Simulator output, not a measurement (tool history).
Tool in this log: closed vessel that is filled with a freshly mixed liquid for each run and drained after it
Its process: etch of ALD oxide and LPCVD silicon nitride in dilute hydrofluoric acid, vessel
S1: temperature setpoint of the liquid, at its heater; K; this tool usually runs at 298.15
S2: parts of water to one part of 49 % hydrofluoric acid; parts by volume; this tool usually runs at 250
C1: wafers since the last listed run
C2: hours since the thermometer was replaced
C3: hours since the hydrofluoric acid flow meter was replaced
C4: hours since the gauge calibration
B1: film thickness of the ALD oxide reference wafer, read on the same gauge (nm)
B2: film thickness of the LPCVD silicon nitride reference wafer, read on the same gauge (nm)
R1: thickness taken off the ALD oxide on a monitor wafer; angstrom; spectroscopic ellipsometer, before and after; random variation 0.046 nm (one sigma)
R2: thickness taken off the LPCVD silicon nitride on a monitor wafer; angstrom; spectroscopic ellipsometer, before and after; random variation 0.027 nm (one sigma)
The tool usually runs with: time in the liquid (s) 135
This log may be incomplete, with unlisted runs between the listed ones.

{"run": 1, "day": 0.0, "S1": 298.15, "S2": 250, "time in the liquid (s)": 135, "C1": 0, "C2": 2954.2, "C3": 1463, "C4": 649.3, "B1": 150.01, "B2": 29.996, "R1": 137.3, "R2": 2.99}
{"run": 2, "day": 0.471, "S1": 298.15, "S2": 295, "time in the liquid (s)": 135, "C1": 1012, "C2": 2965.5, "C3": 1474.3, "C4": 660.6, "B1": 150.01, "B2": 29.96, "R1": 110.1, "R2": 2.68}
{"run": 3, "day": 1.925, "S1": 298.15, "S2": 295, "time in the liquid (s)": 135, "C1": 3127, "C2": 3000.4, "C3": 1509.2, "C4": 695.5, "B1": 149.99, "B2": 30.007, "R1": 111.3, "R2": 2.47}
{"run": 4, "day": 2.408, "S1": 298.15, "S2": 250, "time in the liquid (s)": 135, "C1": 1039, "C2": 3012, "C3": 1520.8, "C4": 707.1, "B1": 150.02, "B2": 29.965, "R1": 137, "R2": 3.14}
{"run": 5, "day": 2.733, "S1": 298.15, "S2": 250, "time in the liquid (s)": 165, "C1": 698, "C2": 3019.8, "C3": 1528.6, "C4": 714.9, "B1": 150.04, "B2": 30.005, "R1": 167.9, "R2": 3.96}
{"day": 2.95, "done": "hydrofluoric acid flow meter replaced"}
{"run": 6, "day": 3.379, "S1": 298.15, "S2": 285, "time in the liquid (s)": 135, "C1": 1299, "C2": 3035.3, "C3": 10.3, "C4": 730.4, "B1": 150, "B2": 29.982, "R1": 122.7, "R2": 2.84}
{"run": 7, "day": 3.846, "S1": 296.15, "S2": 315, "time in the liquid (s)": 75, "C1": 1003, "C2": 3046.5, "C3": 21.5, "C4": 741.6, "B1": 149.99, "B2": 29.968, "R1": 55.5, "R2": 1.1}
{"run": 8, "day": 4.388, "S1": 296.15, "S2": 135, "time in the liquid (s)": 90, "C1": 1164, "C2": 3059.5, "C3": 34.5, "C4": 754.6, "B1": 150, "B2": 30.044, "R1": 191.4, "R2": 3.29}
{"day": 4.621, "done": "gauge calibrated"}
{"run": 9, "day": 5.025, "S1": 298.15, "S2": 250, "time in the liquid (s)": 135, "C1": 1370, "C2": 3074.8, "C3": 49.8, "C4": 9.7, "B1": 150.01, "B2": 30.009, "R1": 144.1, "R2": 3.54}
{"run": 10, "day": 5.583, "S1": 302.65, "S2": 285, "time in the liquid (s)": 180, "C1": 1200, "C2": 3088.2, "C3": 63.2, "C4": 23.1, "B1": 150, "B2": 30.038, "R1": 188.2, "R2": 4.44}
{"run": 11, "day": 5.875, "S1": 294.15, "S2": 285, "time in the liquid (s)": 180, "C1": 627, "C2": 3095.2, "C3": 70.2, "C4": 30.1, "B1": 150, "B2": 29.968, "R1": 142.1, "R2": 3.06}
{"run": 12, "day": 6.588, "S1": 295.15, "S2": 335, "time in the liquid (s)": 105, "C1": 1532, "C2": 3112.3, "C3": 87.3, "C4": 47.2, "B1": 150, "B2": 29.992, "R1": 69.3, "R2": 1.87}
{"run": 13, "day": 6.975, "S1": 298.15, "S2": 250, "time in the liquid (s)": 135, "C1": 833, "C2": 3121.6, "C3": 96.6, "C4": 56.5, "B1": 150, "B2": 30.009, "R1": 145.3, "R2": 3.63}
{"day": 7.558, "done": "thermometer replaced"}
{"run": 14, "day": 7.579, "S1": 298.15, "S2": 250, "time in the liquid (s)": 135, "C1": 1209, "C2": 0.5, "C3": 111.1, "C4": 71, "B1": 150.01, "B2": 30.027, "R1": 131.9, "R2": 2.35}
{"run": 15, "day": 7.862, "S1": 298.15, "S2": 250, "time in the liquid (s)": 135, "C1": 609, "C2": 7.3, "C3": 117.9, "C4": 77.8, "B1": 150.01, "B2": 29.944, "R1": 131.6, "R2": 2.2}
{"run": 16, "day": 8.296, "S1": 298.15, "S2": 250, "time in the liquid (s)": 135, "C1": 931, "C2": 17.7, "C3": 128.3, "C4": 88.2, "B1": 149.99, "B2": 29.995, "R1": 131.8, "R2": 2.62}
{"run": 17, "day": 8.821, "S1": 294.15, "S2": 285, "time in the liquid (s)": 180, "C1": 1128, "C2": 30.3, "C3": 140.9, "C4": 100.8, "B1": 150.02, "B2": 29.996, "R1": 129.2, "R2": 2.34}
{"run": 18, "day": 9.25, "S1": 294.65, "S2": 150, "time in the liquid (s)": 135, "C1": 922, "C2": 40.6, "C3": 151.2, "C4": 111.1, "B1": 150, "B2": 30.002, "R1": 216.1, "R2": 3.82}
{"run": 19, "day": 9.979, "S1": 302.15, "S2": 250, "time in the liquid (s)": 135, "C1": 1567, "C2": 58.1, "C3": 168.7, "C4": 128.6, "B1": 149.97, "B2": 30.04, "R1": 151.9, "R2": 3.49}
{"run": 20, "day": 10.412, "S1": 296.65, "S2": 250, "time in the liquid (s)": 100, "C1": 931, "C2": 68.5, "C3": 179.1, "C4": 139, "B1": 149.99, "B2": 30.059, "R1": 92.4, "R2": 1.97}
{"run": 21, "day": 11.054, "S1": 296.15, "S2": 295, "time in the liquid (s)": 215, "C1": 1379, "C2": 83.9, "C3": 194.5, "C4": 154.4, "B1": 149.99, "B2": 29.974, "R1": 159, "R2": 2.94}
{"run": 22, "day": 11.679, "S1": 298.15, "S2": 250, "time in the liquid (s)": 135, "C1": 1343, "C2": 98.9, "C3": 209.5, "C4": 169.4, "B1": 150, "B2": 29.978, "R1": 132.4, "R2": 2.23}
{"run": 23, "day": 12.292, "S1": 296.15, "S2": 335, "time in the liquid (s)": 205, "C1": 1317, "C2": 113.6, "C3": 224.2, "C4": 184.1, "B1": 149.98, "B2": 29.99, "R1": 127.7, "R2": 2.96}
{"run": 24, "day": 12.8, "S1": 295.65, "S2": 180, "time in the liquid (s)": 185, "C1": 1093, "C2": 125.8, "C3": 236.4, "C4": 196.3, "B1": 150.01, "B2": 30.065, "R1": 247.2, "R2": 5.09}
{"run": 25, "day": 14.7, "S1": 298.15, "S2": 200, "time in the liquid (s)": 135, "C1": 4085, "C2": 171.4, "C3": 282, "C4": 241.9, "B1": 150.02, "B2": 29.989, "R1": 173.1, "R2": 4.34}

Here are 5 independent what-if runs from the current tool condition. What would each one return?
{"run": "A", "day": 14.729, "S1": 300.65, "S2": 250, "time in the liquid (s)": 135, "C1": 62, "C2": 172.1, "C3": 282.7, "C4": 242.6, "B1": "?", "B2": "?", "R1": "?", "R2": "?"}
{"run": "B", "day": 14.729, "S1": 298.15, "S2": 175, "time in the liquid (s)": 190, "C1": 62, "C2": 172.1, "C3": 282.7, "C4": 242.6, "B1": "?", "B2": "?", "R1": "?", "R2": "?"}
{"run": "C", "day": 14.729, "S1": 295.65, "S2": 190, "time in the liquid (s)": 160, "C1": 62, "C2": 172.1, "C3": 282.7, "C4": 242.6, "B1": "?", "B2": "?", "R1": "?", "R2": "?"}
{"run": "D", "day": 14.729, "S1": 298.15, "S2": 250, "time in the liquid (s)": 160, "C1": 62, "C2": 172.1, "C3": 282.7, "C4": 242.6, "B1": "?", "B2": "?", "R1": "?", "R2": "?"}
{"run": "E", "day": 14.729, "S1": 301.65, "S2": 250, "time in the liquid (s)": 105, "C1": 62, "C2": 172.1, "C3": 282.7, "C4": 242.6, "B1": "?", "B2": "?", "R1": "?", "R2": "?"}

run=A B1=150 B2=29.968 R1=142.8 R2=2.93
run=B B1=150 B2=29.968 R1=286.1 R2=5.05
run=C B1=150 B2=29.968 R1=198.8 R2=3.35
run=D B1=150 B2=29.968 R1=155.3 R2=2.98
run=E B1=150 B2=29.968 R1=114.9 R2=2.41
What these runs would have given with no unlogged condition in the tool:
run=A R1=142.8 R2=2.89
run=B R1=285.6 R2=4.98
run=C R1=198.4 R2=3.29
run=D R1=155.2 R2=2.94
run=E R1=115 R2=2.38
